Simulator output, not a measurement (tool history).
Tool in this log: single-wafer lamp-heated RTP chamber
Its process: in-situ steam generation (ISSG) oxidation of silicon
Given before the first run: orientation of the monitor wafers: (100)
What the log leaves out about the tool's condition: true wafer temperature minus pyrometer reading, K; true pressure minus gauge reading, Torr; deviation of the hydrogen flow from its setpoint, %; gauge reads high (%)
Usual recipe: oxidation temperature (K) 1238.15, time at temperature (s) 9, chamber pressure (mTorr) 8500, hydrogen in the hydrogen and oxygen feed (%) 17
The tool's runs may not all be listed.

run	day	oxidation temperature (K)	time at temperature (s)	chamber pressure (mTorr)	hydrogen in the hydrogen and oxygen feed (%)	wafers since the last listed run	wafers since the last pyrometer calibration	hours since the pressure gauge was zeroed	hours since the hydrogen flow controller was replaced	hours since the gauge calibration	read-back reference wafer on the same gauge, thickness	oxide thickness on the monitor wafer (nm)
1	0.000	1238.15	9	8500	17	0	3122	832.8	2721.2	82.9	3.631	3.633
2	3.350	1238.15	9	8500	17	1016	4138	913.2	2801.6	163.3	3.633	3.643
3	5.542	1238.15	9	8500	17	664	4803	965.8	2854.2	215.9	3.632	3.657
4	9.675	1238.15	9	8500	17	1253	6057	1065.0	2953.4	315.1	3.631	3.669
5	11.754	1238.15	9	8500	17	630	6688	1114.9	3003.3	365.0	3.632	3.682
6	14.575	1238.15	9	7800	17	855	7543	1182.6	3071.0	432.7	3.632	3.694
7	18.267	1238.15	9	7800	17	1119	8663	1271.2	3159.6	521.3	3.627	3.695
# day 19.250: pyrometer window cleaned and pyrometer calibrated
8	20.646	1238.15	9	7800	17	620	423	1328.3	3216.7	578.4	3.627	3.644
9	25.012	1238.15	6	9200	17	1324	1748	1433.1	3321.5	683.2	3.628	3.112
10	28.400	1238.15	9	7800	17	1027	2776	1514.4	3402.8	764.5	3.631	3.652
11	30.875	1238.15	9	8500	26	750	3526	1573.8	3462.2	823.9	3.632	4.091
12	35.529	1225.15	11	7100	11	1411	4938	1685.5	3573.9	935.6	3.632	3.467
13	37.188	1229.15	9	8500	26	503	5441	1725.3	3613.7	975.4	3.626	4.032
# day 40.346: hydrogen flow controller replaced
14	40.738	1238.15	9	8500	17	975	6417	1810.5	9.4	1060.6	3.630	3.636
15	43.658	1238.15	9	8500	23	886	7303	1880.6	79.5	1130.7	3.629	3.934
16	46.917	1228.15	12	8500	22	988	8292	1958.8	157.7	1208.9	3.632	4.254
# day 49.442: pressure gauge zeroed
17	49.462	1238.15	9	8500	17	671	8963	0.5	218.8	1270.0	3.630	3.670
# day 51.308: pyrometer window cleaned and pyrometer calibrated
18	52.592	1246.15	9	7700	17	848	388	75.6	293.9	1345.1	3.629	3.647
19	55.125	1238.15	10	9800	22	768	1157	136.4	354.7	1405.9	3.631	3.904
20	58.154	1252.15	7	7300	14	918	2076	209.1	427.4	1478.6	3.634	3.207
21	61.154	1233.15	12	7400	17	910	2986	281.1	499.4	1550.6	3.629	3.980
22	64.267	1232.15	9	8500	11	944	3930	355.8	574.1	1625.3	3.631	3.219
23	68.704	1258.15	11	9500	22	1346	5276	462.3	680.6	1731.8	3.630	4.369
# day 72.150: gauge calibrated
24	72.788	1243.15	7	7600	21	1238	6515	560.3	778.6	15.3	3.631	3.532
# day 85.354: pyrometer window cleaned and pyrometer calibrated
25	85.388	1238.15	6	9900	25	3721	10	862.7	1081.0	317.7	3.629	3.333
26	89.704	1238.15	9	8500	17	1309	1319	966.3	1184.6	421.3	3.627	3.604
27	93.142	1238.15	9	9900	17	1042	2362	1048.8	1267.1	503.8	3.630	3.553
28	96.696	1224.15	6	9000	11	1078	3440	1134.1	1352.4	589.1	3.631	2.707
29	100.829	1230.15	9	8500	17	1253	4694	1233.3	1451.6	688.3	3.632	3.561
30	105.192	1256.15	11	9300	26	1323	6017	1338.0	1556.3	793.0	3.629	4.575
31	107.158	1238.15	9	8500	17	596	6614	1385.2	1603.5	840.2	3.629	3.660

List, for all runs, the conditions of the tool that the log does not record:
true pressure minus gauge reading, Torr: 0, the same for each run
gauge reads high (%): 0, the same for each run
H1: true wafer temperature minus pyrometer reading, K
H2: deviation of the hydrogen flow from its setpoint, %
run	H1	H2
1	3.55	3.86
2	4.61	4.05
3	5.3	4.17
4	6.6	4.4
5	7.25	4.52
6	8.14	4.69
7	9.3	4.92
8	1.64	5.07
9	3.01	5.35
10	4.08	5.57
11	4.86	5.74
12	6.32	6.06
13	6.84	6.17
14	7.96	-0.88
15	8.88	-0.877
16	9.91	-0.87
17	10.7	-0.86
18	0.745	-0.844
19	1.54	-0.828
20	2.5	-0.805
21	3.44	-0.778
22	4.42	-0.745
23	5.82	-0.69
24	7.1	-0.632
25	1.52	-0.402
26	2.88	-0.306
27	3.96	-0.224
28	5.08	-0.132
29	6.38	-0.0187
30	7.75	0.11
31	8.37	0.171
